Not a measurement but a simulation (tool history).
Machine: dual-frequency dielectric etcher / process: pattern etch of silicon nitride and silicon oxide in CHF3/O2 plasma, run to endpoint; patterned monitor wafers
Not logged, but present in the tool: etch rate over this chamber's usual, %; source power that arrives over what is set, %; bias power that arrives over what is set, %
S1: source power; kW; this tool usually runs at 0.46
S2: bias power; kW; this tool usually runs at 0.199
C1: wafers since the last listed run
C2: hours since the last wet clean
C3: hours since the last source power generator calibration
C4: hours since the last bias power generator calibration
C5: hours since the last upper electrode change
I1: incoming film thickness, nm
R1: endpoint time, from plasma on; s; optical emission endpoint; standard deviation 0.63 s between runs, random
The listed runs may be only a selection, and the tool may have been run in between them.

run 1 hour=0 | S1=0.56 S2=0.235 | C1=0 C2=304.8 C3=4510.6 C4=2510.7 C5=3306.1 | I1=153.9 | R1=97.1
run 2 hour=11.7 | S1=0.56 S2=0.235 | C1=77 C2=316.5 C3=4522.3 C4=2522.4 C5=3317.8 | I1=153.5 | R1=97.7
run 3 hour=18.9 | S1=0.56 S2=0.235 | C1=47 C2=323.7 C3=4529.5 C4=2529.6 C5=3325 | I1=152.7 | R1=95.3
run 4 hour=36.2 | S1=0.46 S2=0.199 | C1=114 C2=341 C3=4546.8 C4=2546.9 C5=3342.3 | I1=152.9 | R1=109.2
run 5 hour=47.8 | S1=0.46 S2=0.199 | C1=76 C2=352.6 C3=4558.4 C4=2558.5 C5=3353.9 | I1=152.2 | R1=109.8
run 6 hour=59.2 | S1=0.46 S2=0.199 | C1=75 C2=364 C3=4569.8 C4=2569.9 C5=3365.3 | I1=151.9 | R1=109.1
run 7 hour=73 | S1=0.46 S2=0.211 | C1=91 C2=377.8 C3=4583.6 C4=2583.7 C5=3379.1 | I1=151.3 | R1=106.4
run 8 hour=79.2 | S1=0.46 S2=0.211 | C1=41 C2=384 C3=4589.8 C4=2589.9 C5=3385.3 | I1=152.8 | R1=107.8
run 9 hour=103.3 | S1=0.46 S2=0.199 | C1=159 C2=408.1 C3=4613.9 C4=2614 C5=3409.4 | I1=152.1 | R1=108
run 10 hour=113.1 | S1=0.46 S2=0.199 | C1=64 C2=417.9 C3=4623.7 C4=2623.8 C5=3419.2 | I1=151 | R1=107.4
-- hour=119.9 bias power generator calibrated
run 11 hour=125.5 | S1=0.46 S2=0.199 | C1=55 C2=430.3 C3=4636.1 C4=5.6 C5=3431.6 | I1=152.2 | R1=109
run 12 hour=139.2 | S1=0.46 S2=0.199 | C1=90 C2=444 C3=4649.8 C4=19.3 C5=3445.3 | I1=151.4 | R1=108.6
run 13 hour=151.7 | S1=0.46 S2=0.199 | C1=82 C2=456.5 C3=4662.3 C4=31.8 C5=3457.8 | I1=151.5 | R1=108.7
-- hour=157 source power generator calibrated
-- hour=181 wet clean of the chamber
-- hour=183.4 upper electrode replaced
run 14 hour=183.9 | S1=0.53 S2=0.234 | C1=12 C2=2.9 C3=26.9 C4=64 C5=0.5 | I1=152 | R1=101.4
run 15 hour=184.2 | S1=0.53 S2=0.234 | C1=1 C2=3.2 C3=27.2 C4=64.3 C5=0.8 | I1=150.5 | R1=100.8
run 16 hour=189.6 | S1=0.43 S2=0.215 | C1=35 C2=8.6 C3=32.6 C4=69.7 C5=6.2 | I1=152.9 | R1=115
run 17 hour=201.5 | S1=0.46 S2=0.199 | C1=78 C2=20.5 C3=44.5 C4=81.6 C5=18.1 | I1=151.4 | R1=112.8
run 18 hour=217 | S1=0.53 S2=0.151 | C1=102 C2=36 C3=60 C4=97.1 C5=33.6 | I1=151.6 | R1=111

What will run 19 give?
run 19 hour=224.3 | S1=0.46 S2=0.199 | C1=48 C2=43.3 C3=67.3 C4=104.4 C5=40.9 | I1=151.9 | R1=?

Run 19 produced R1 112.2 s.
The same run, on a tool lacking any hidden state, would have yielded R1 113.4 s.
